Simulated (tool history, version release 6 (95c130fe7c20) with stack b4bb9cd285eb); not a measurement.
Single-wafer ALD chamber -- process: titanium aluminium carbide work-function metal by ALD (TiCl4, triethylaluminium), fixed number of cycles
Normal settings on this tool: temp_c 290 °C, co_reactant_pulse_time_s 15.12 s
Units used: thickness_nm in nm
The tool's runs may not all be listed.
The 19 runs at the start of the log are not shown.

| run | day | temp_c | co_reactant_pulse_time_s | read-back reference wafer on the same gauge, thickness_nm | thickness_nm |
|---|---|---|---|---|---|
| 20 | 37.517 | 290 | 15.12 | 2.300 | 1.954 |
|  | 39.479 | triethylaluminium bottle replaced |
| 21 | 40.208 | 284 | 15.12 | 2.297 | 1.901 |
| 22 | 41.250 | 290 | 15.12 | 2.300 | 1.947 |
|  | 44.088 | gauge calibrated |
| 23 | 48.433 | 281 | 17.91 | 2.299 | 1.887 |
|  | 50.567 | showerhead replaced |
| 24 | 51.221 | 304 | 9.68 | 2.301 | 1.896 |
| 25 | 53.496 | 302 | 20.32 | 2.300 | 2.060 |
|  | 55.567 | thermocouple changed; heater temperature recalibrated |
| 26 | 55.696 | 282 | 13.20 | 2.302 | 1.868 |
| 27 | 56.967 | 290 | 15.12 | 2.302 | 1.943 |
| 28 | 59.271 | 278 | 19.51 | 2.300 | 1.873 |
| 29 | 60.925 | 283 | 11.38 | 2.299 | 1.829 |
| 30 | 63.704 | 304 | 13.44 | 2.298 | 2.046 |
| 31 | 66.038 | 290 | 15.12 | 2.298 | 1.940 |
| 32 | 74.496 | 290 | 20.72 | 2.300 | 1.957 |
| 33 | 76.921 | 279 | 9.55 | 2.301 | 1.706 |

What if the next run were any one of these 4? Each begins from the tool's condition after run 33:
| A | 76.938 | 290 | 15.12 | ? | ? |
| B | 76.938 | 290 | 18.40 | ? | ? |
| C | 76.938 | 305 | 9.09 | ? | ? |
| D | 76.938 | 277 | 15.12 | ? | ? |

| run | read-back reference wafer on the same gauge, thickness_nm | thickness_nm |
|---|---|---|
| A | 2.300 | 1.951 |
| B | 2.300 | 1.960 |
| C | 2.300 | 1.837 |
| D | 2.300 | 1.852 |
What these runs would have given with no unlogged condition in the tool:
| run | thickness_nm |
|---|---|
| A | 1.951 |
| B | 1.960 |
| C | 1.837 |
| D | 1.852 |
